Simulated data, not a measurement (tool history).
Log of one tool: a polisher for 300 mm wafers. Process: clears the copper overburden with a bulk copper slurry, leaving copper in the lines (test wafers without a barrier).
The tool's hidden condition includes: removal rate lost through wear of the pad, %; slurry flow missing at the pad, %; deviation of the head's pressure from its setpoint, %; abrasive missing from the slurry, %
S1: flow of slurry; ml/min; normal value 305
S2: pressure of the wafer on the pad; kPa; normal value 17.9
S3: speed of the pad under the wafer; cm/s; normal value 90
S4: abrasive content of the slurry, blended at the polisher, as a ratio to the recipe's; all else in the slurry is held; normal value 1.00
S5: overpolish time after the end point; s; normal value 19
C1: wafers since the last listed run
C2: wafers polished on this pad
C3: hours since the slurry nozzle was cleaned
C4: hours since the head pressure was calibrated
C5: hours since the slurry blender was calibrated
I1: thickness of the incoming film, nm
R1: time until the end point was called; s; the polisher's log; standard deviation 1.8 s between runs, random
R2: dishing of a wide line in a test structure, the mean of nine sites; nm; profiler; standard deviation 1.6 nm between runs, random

| run | hour | S1 | S2 | S3 | S4 | S5 | C1 | C2 | C3 | C4 | C5 | I1 | R1 | R2 |
|---|---|---|---|---|---|---|---|---|---|---|---|---|---|---|
| 1 | 0.0 | 305 | 17.9 | 90 | 1.00 | 19 | 0 | 419 | 213.5 | 574.3 | 474.8 | 883.7 | 93.4 | 83.3 |
|  | 10.2 | slurry blender recalibrated |
| 2 | 31.2 | 305 | 17.9 | 90 | 1.00 | 19 | 259 | 678 | 244.7 | 605.5 | 21.0 | 866.9 | 91.9 | 84.1 |
| 3 | 61.3 | 305 | 17.9 | 90 | 1.00 | 16 | 267 | 945 | 274.8 | 635.6 | 51.1 | 882.4 | 97.8 | 78.4 |
| 4 | 88.1 | 305 | 17.9 | 90 | 1.00 | 16 | 237 | 1183 | 301.6 | 662.4 | 77.9 | 881.2 | 95.1 | 72.3 |
| 5 | 111.2 | 305 | 17.9 | 90 | 1.00 | 19 | 205 | 1388 | 324.7 | 685.5 | 101.0 | 882.6 | 93.0 | 78.9 |
| 6 | 139.0 | 305 | 17.9 | 90 | 1.00 | 19 | 246 | 1635 | 352.5 | 713.3 | 128.8 | 889.4 | 93.5 | 85.2 |
| 7 | 160.6 | 305 | 17.9 | 90 | 1.00 | 19 | 191 | 1827 | 374.1 | 734.9 | 150.4 | 883.6 | 95.9 | 82.0 |
|  | 177.9 | worn pad replaced by a new one |
| 8 | 192.2 | 305 | 17.9 | 90 | 1.00 | 19 | 244 | 126 | 405.7 | 766.5 | 182.0 | 867.2 | 90.2 | 84.6 |
| 9 | 213.5 | 305 | 17.9 | 90 | 1.00 | 19 | 189 | 315 | 427.0 | 787.8 | 203.3 | 876.0 | 93.1 | 81.6 |
| 10 | 240.9 | 380 | 17.9 | 90 | 1.00 | 28 | 243 | 558 | 454.4 | 815.2 | 230.7 | 890.6 | 93.3 | 105.2 |
| 11 | 269.6 | 205 | 17.9 | 90 | 1.15 | 19 | 254 | 813 | 483.1 | 843.9 | 259.4 | 868.5 | 91.9 | 80.6 |
| 12 | 289.5 | 305 | 20.7 | 70 | 1.20 | 12 | 176 | 990 | 503.0 | 863.8 | 279.3 | 879.4 | 108.7 | 55.6 |
| 13 | 314.5 | 305 | 17.9 | 90 | 1.00 | 19 | 221 | 1212 | 528.0 | 888.8 | 304.3 | 874.3 | 93.8 | 82.0 |
| 14 | 347.8 | 305 | 17.9 | 90 | 1.00 | 19 | 295 | 1507 | 561.3 | 922.1 | 337.6 | 884.6 | 90.0 | 84.3 |
| 15 | 381.6 | 410 | 17.9 | 90 | 0.70 | 14 | 299 | 1807 | 595.1 | 955.9 | 371.4 | 875.4 | 97.6 | 68.0 |
|  | 395.9 | slurry blender recalibrated |
| 16 | 396.4 | 365 | 17.9 | 90 | 0.75 | 16 | 113 | 1921 | 609.9 | 970.7 | 0.5 | 883.4 | 97.5 | 71.0 |
|  | 407.4 | worn pad replaced by a new one |
| 17 | 412.3 | 210 | 11.7 | 72 | 1.00 | 19 | 105 | 43 | 625.8 | 986.6 | 16.4 | 881.1 | 166.5 | 56.1 |
|  | 434.5 | head pressure recalibrated |
| 18 | 436.1 | 255 | 17.9 | 66 | 1.00 | 19 | 193 | 236 | 649.6 | 1.6 | 40.2 | 887.3 | 131.5 | 66.6 |
| 19 | 454.7 | 345 | 17.9 | 64 | 1.20 | 19 | 165 | 401 | 668.2 | 20.2 | 58.8 | 874.3 | 126.0 | 68.7 |
| 20 | 487.5 | 305 | 21.4 | 102 | 1.00 | 19 | 291 | 692 | 701.0 | 53.0 | 91.6 | 881.0 | 70.9 | 92.8 |
|  | 499.8 | slurry nozzle cleaned |
| 21 | 518.6 | 205 | 17.9 | 60 | 1.00 | 19 | 267 | 959 | 18.8 | 84.1 | 122.7 | 889.7 | 147.9 | 62.7 |
| 22 | 531.3 | 305 | 17.9 | 90 | 1.00 | 19 | 112 | 1072 | 31.5 | 96.8 | 135.4 | 889.7 | 92.3 | 85.0 |
| 23 | 566.1 | 370 | 17.9 | 60 | 0.90 | 25 | 308 | 1381 | 66.3 | 131.6 | 170.2 | 894.0 | 142.9 | 76.1 |
|  | 596.6 | worn pad replaced by a new one |
| 24 | 597.1 | 305 | 17.9 | 112 | 1.00 | 19 | 239 | 3 | 97.3 | 162.6 | 201.2 | 884.2 | 75.8 | 92.4 |
| 25 | 626.6 | 405 | 17.9 | 90 | 1.10 | 19 | 261 | 265 | 126.8 | 192.1 | 230.7 | 875.3 | 89.7 | 81.4 |
| 26 | 655.3 | 305 | 17.9 | 90 | 1.00 | 19 | 254 | 520 | 155.5 | 220.8 | 259.4 | 875.9 | 93.9 | 84.3 |
| 27 | 689.5 | 305 | 17.9 | 90 | 1.00 | 28 | 303 | 824 | 189.7 | 255.0 | 293.6 | 863.7 | 88.9 | 103.2 |
| 28 | 715.4 | 335 | 17.9 | 90 | 1.00 | 19 | 229 | 1053 | 215.6 | 280.9 | 319.5 | 886.8 | 89.2 | 82.1 |

Give the tool's hidden conditions for every run:
removal rate lost through wear of the pad, %: 0 on each run
slurry flow missing at the pad, %: 0 on each run
deviation of the head's pressure from its setpoint, %: 0 on each run
abrasive missing from the slurry, %: 0 on each run
